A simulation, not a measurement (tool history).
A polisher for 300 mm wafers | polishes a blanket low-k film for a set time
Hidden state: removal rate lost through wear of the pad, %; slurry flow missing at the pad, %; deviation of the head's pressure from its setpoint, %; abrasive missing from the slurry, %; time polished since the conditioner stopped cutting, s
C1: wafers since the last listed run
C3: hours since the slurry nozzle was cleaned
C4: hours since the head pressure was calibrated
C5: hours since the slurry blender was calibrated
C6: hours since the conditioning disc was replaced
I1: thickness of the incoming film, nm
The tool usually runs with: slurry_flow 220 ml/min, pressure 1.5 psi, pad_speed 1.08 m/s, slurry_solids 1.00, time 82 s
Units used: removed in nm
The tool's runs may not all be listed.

{"run": 1, "hour": 0.0, "slurry_flow": 220, "pressure": 1.5, "pad_speed": 1.08, "slurry_solids": 1.0, "time": 82, "C1": 0, "wafers polished on this pad": 2837, "C3": 148.6, "C4": 162.0, "C5": 209.2, "C6": 51.7, "I1": 698.5, "removed": 26.2}
{"hour": 21.0, "done": "worn pad replaced by a new one"}
{"run": 2, "hour": 98.8, "slurry_flow": 220, "pressure": 1.5, "pad_speed": 1.08, "slurry_solids": 1.0, "time": 82, "C1": 1088, "wafers polished on this pad": 892, "C3": 247.4, "C4": 260.8, "C5": 308.0, "C6": 150.5, "I1": 680.4, "removed": 26.6}
{"run": 3, "hour": 144.4, "slurry_flow": 220, "pressure": 1.5, "pad_speed": 1.08, "slurry_solids": 1.0, "time": 82, "C1": 523, "wafers polished on this pad": 1416, "C3": 293.0, "C4": 306.4, "C5": 353.6, "C6": 196.1, "I1": 681.2, "removed": 26.0}
{"hour": 203.8, "done": "slurry blender recalibrated"}
{"run": 4, "hour": 205.0, "slurry_flow": 220, "pressure": 1.5, "pad_speed": 1.08, "slurry_solids": 1.0, "time": 82, "C1": 672, "wafers polished on this pad": 2089, "C3": 353.6, "C4": 367.0, "C5": 1.2, "C6": 256.7, "I1": 681.8, "removed": 27.5}
{"run": 5, "hour": 237.1, "slurry_flow": 220, "pressure": 1.5, "pad_speed": 1.08, "slurry_solids": 1.0, "time": 82, "C1": 368, "wafers polished on this pad": 2457, "C3": 385.7, "C4": 399.1, "C5": 33.3, "C6": 288.8, "I1": 677.4, "removed": 27.1}
{"hour": 281.4, "done": "slurry nozzle cleaned"}
{"run": 6, "hour": 281.9, "slurry_flow": 220, "pressure": 1.5, "pad_speed": 1.08, "slurry_solids": 1.0, "time": 82, "C1": 502, "wafers polished on this pad": 2960, "C3": 0.5, "C4": 443.9, "C5": 78.1, "C6": 333.6, "I1": 695.3, "removed": 26.6}
{"hour": 301.2, "done": "worn pad replaced by a new one"}
{"hour": 315.9, "done": "conditioning disc replaced and pad reconditioned"}
{"run": 7, "hour": 338.1, "slurry_flow": 220, "pressure": 1.5, "pad_speed": 1.08, "slurry_solids": 1.0, "time": 82, "C1": 576, "wafers polished on this pad": 400, "C3": 56.7, "C4": 500.1, "C5": 134.3, "C6": 22.2, "I1": 678.7, "removed": 27.3}
{"run": 8, "hour": 387.8, "slurry_flow": 220, "pressure": 1.5, "pad_speed": 1.08, "slurry_solids": 1.0, "time": 82, "C1": 570, "wafers polished on this pad": 971, "C3": 106.4, "C4": 549.8, "C5": 184.0, "C6": 71.9, "I1": 698.3, "removed": 26.7}
{"hour": 403.2, "done": "head pressure recalibrated"}
{"run": 9, "hour": 416.0, "slurry_flow": 220, "pressure": 1.5, "pad_speed": 1.08, "slurry_solids": 0.8, "time": 82, "C1": 300, "wafers polished on this pad": 1271, "C3": 134.6, "C4": 12.8, "C5": 212.2, "C6": 100.1, "I1": 692.4, "removed": 24.4}
{"run": 10, "hour": 483.1, "slurry_flow": 220, "pressure": 1.5, "pad_speed": 1.08, "slurry_solids": 1.0, "time": 82, "C1": 770, "wafers polished on this pad": 2042, "C3": 201.7, "C4": 79.9, "C5": 279.3, "C6": 167.2, "I1": 687.0, "removed": 26.0}
{"run": 11, "hour": 537.4, "slurry_flow": 220, "pressure": 1.5, "pad_speed": 1.08, "slurry_solids": 1.0, "time": 92, "C1": 623, "wafers polished on this pad": 2665, "C3": 256.0, "C4": 134.2, "C5": 333.6, "C6": 221.5, "I1": 696.1, "removed": 27.7}
{"hour": 580.7, "done": "worn pad replaced by a new one"}
{"hour": 585.7, "done": "slurry blender recalibrated"}
{"run": 12, "hour": 605.5, "slurry_flow": 220, "pressure": 1.5, "pad_speed": 1.08, "slurry_solids": 1.25, "time": 82, "C1": 713, "wafers polished on this pad": 261, "C3": 324.1, "C4": 202.3, "C5": 19.8, "C6": 289.6, "I1": 691.2, "removed": 30.7}
{"hour": 648.1, "done": "slurry nozzle cleaned"}
{"hour": 731.0, "done": "conditioning disc replaced and pad reconditioned"}
{"run": 13, "hour": 799.1, "slurry_flow": 220, "pressure": 1.8, "pad_speed": 1.08, "slurry_solids": 1.0, "time": 55, "C1": 2188, "wafers polished on this pad": 2449, "C3": 151.0, "C4": 395.9, "C5": 213.4, "C6": 68.1, "I1": 686.5, "removed": 19.9}
{"hour": 833.9, "done": "worn pad replaced by a new one"}
{"run": 14, "hour": 838.1, "slurry_flow": 220, "pressure": 1.5, "pad_speed": 0.78, "slurry_solids": 1.0, "time": 61, "C1": 401, "wafers polished on this pad": 48, "C3": 190.0, "C4": 434.9, "C5": 252.4, "C6": 107.1, "I1": 695.4, "removed": 15.3}
{"hour": 889.8, "done": "head pressure recalibrated"}
{"run": 15, "hour": 891.9, "slurry_flow": 220, "pressure": 1.5, "pad_speed": 1.08, "slurry_solids": 1.0, "time": 82, "C1": 594, "wafers polished on this pad": 643, "C3": 243.8, "C4": 2.1, "C5": 306.2, "C6": 160.9, "I1": 683.2, "removed": 26.1}
{"run": 16, "hour": 950.3, "slurry_flow": 290, "pressure": 1.5, "pad_speed": 1.08, "slurry_solids": 0.9, "time": 82, "C1": 670, "wafers polished on this pad": 1313, "C3": 302.2, "C4": 60.5, "C5": 364.6, "C6": 219.3, "I1": 687.8, "removed": 25.0}
{"hour": 1010.6, "done": "slurry blender recalibrated"}
{"run": 17, "hour": 1012.5, "slurry_flow": 175, "pressure": 1.1, "pad_speed": 1.08, "slurry_solids": 1.0, "time": 57, "C1": 691, "wafers polished on this pad": 2005, "C3": 364.4, "C4": 122.7, "C5": 1.9, "C6": 281.5, "I1": 694.1, "removed": 15.4}
{"hour": 1028.2, "done": "slurry nozzle cleaned"}
{"run": 18, "hour": 1050.4, "slurry_flow": 155, "pressure": 1.9, "pad_speed": 0.8, "slurry_solids": 0.9, "time": 82, "C1": 423, "wafers polished on this pad": 2428, "C3": 22.2, "C4": 160.6, "C5": 39.8, "C6": 319.4, "I1": 680.3, "removed": 22.9}
{"run": 19, "hour": 1074.7, "slurry_flow": 185, "pressure": 1.5, "pad_speed": 1.08, "slurry_solids": 1.0, "time": 68, "C1": 279, "wafers polished on this pad": 2707, "C3": 46.5, "C4": 184.9, "C5": 64.1, "C6": 343.7, "I1": 685.1, "removed": 22.5}
{"run": 20, "hour": 1108.6, "slurry_flow": 220, "pressure": 1.1, "pad_speed": 0.9, "slurry_solids": 0.8, "time": 82, "C1": 389, "wafers polished on this pad": 3097, "C3": 80.4, "C4": 218.8, "C5": 98.0, "C6": 377.6, "I1": 690.1, "removed": 17.8}
{"hour": 1147.4, "done": "worn pad replaced by a new one"}
{"run": 21, "hour": 1158.1, "slurry_flow": 185, "pressure": 1.5, "pad_speed": 1.08, "slurry_solids": 1.0, "time": 82, "C1": 522, "wafers polished on this pad": 122, "C3": 129.9, "C4": 268.3, "C5": 147.5, "C6": 427.1, "I1": 686.3, "removed": 27.6}
{"hour": 1187.0, "done": "conditioning disc replaced and pad reconditioned"}
{"run": 22, "hour": 1202.8, "slurry_flow": 290, "pressure": 1.3, "pad_speed": 0.9, "slurry_solids": 1.0, "time": 58, "C1": 490, "wafers polished on this pad": 612, "C3": 174.6, "C4": 313.0, "C5": 192.2, "C6": 15.8, "I1": 684.0, "removed": 15.8}
{"run": 23, "hour": 1231.0, "slurry_flow": 220, "pressure": 1.5, "pad_speed": 1.08, "slurry_solids": 1.0, "time": 82, "C1": 323, "wafers polished on this pad": 936, "C3": 202.8, "C4": 341.2, "C5": 220.4, "C6": 44.0, "I1": 686.4, "removed": 27.6}
{"run": 24, "hour": 1271.7, "slurry_flow": 220, "pressure": 1.5, "pad_speed": 1.08, "slurry_solids": 1.0, "time": 82, "C1": 467, "wafers polished on this pad": 1404, "C3": 243.5, "C4": 381.9, "C5": 261.1, "C6": 84.7, "I1": 686.0, "removed": 27.6}

Predict each of these 5 candidate next runs independently; none follows another, all start after run 24:
{"run": "A", "hour": 1272.1, "slurry_flow": 220, "pressure": 1.5, "pad_speed": 1.08, "slurry_solids": 1.3, "time": 82, "C1": 4, "wafers polished on this pad": 1408, "C3": 243.9, "C4": 382.3, "C5": 261.5, "C6": 85.1, "I1": 700.2, "removed": "?"}
{"run": "B", "hour": 1272.1, "slurry_flow": 185, "pressure": 1.5, "pad_speed": 1.08, "slurry_solids": 1.0, "time": 65, "C1": 4, "wafers polished on this pad": 1408, "C3": 243.9, "C4": 382.3, "C5": 261.5, "C6": 85.1, "I1": 700.2, "removed": "?"}
{"run": "C", "hour": 1272.1, "slurry_flow": 220, "pressure": 1.3, "pad_speed": 1.26, "slurry_solids": 0.9, "time": 82, "C1": 4, "wafers polished on this pad": 1408, "C3": 243.9, "C4": 382.3, "C5": 261.5, "C6": 85.1, "I1": 700.2, "removed": "?"}
{"run": "D", "hour": 1272.1, "slurry_flow": 155, "pressure": 1.5, "pad_speed": 0.7, "slurry_solids": 0.85, "time": 93, "C1": 4, "wafers polished on this pad": 1408, "C3": 243.9, "C4": 382.3, "C5": 261.5, "C6": 85.1, "I1": 700.2, "removed": "?"}
{"run": "E", "hour": 1272.1, "slurry_flow": 285, "pressure": 1.2, "pad_speed": 1.08, "slurry_solids": 0.8, "time": 82, "C1": 4, "wafers polished on this pad": 1408, "C3": 243.9, "C4": 382.3, "C5": 261.5, "C6": 85.1, "I1": 700.2, "removed": "?"}

run=A removed=29.9
run=B removed=20.9
run=C removed=26.8
run=D removed=19.1
run=E removed=22.1
Without the tool's hidden state the same runs would have given:
run=A removed=31.7
run=B removed=22.2
run=C removed=28.6
run=D removed=20.5
run=E removed=23.7

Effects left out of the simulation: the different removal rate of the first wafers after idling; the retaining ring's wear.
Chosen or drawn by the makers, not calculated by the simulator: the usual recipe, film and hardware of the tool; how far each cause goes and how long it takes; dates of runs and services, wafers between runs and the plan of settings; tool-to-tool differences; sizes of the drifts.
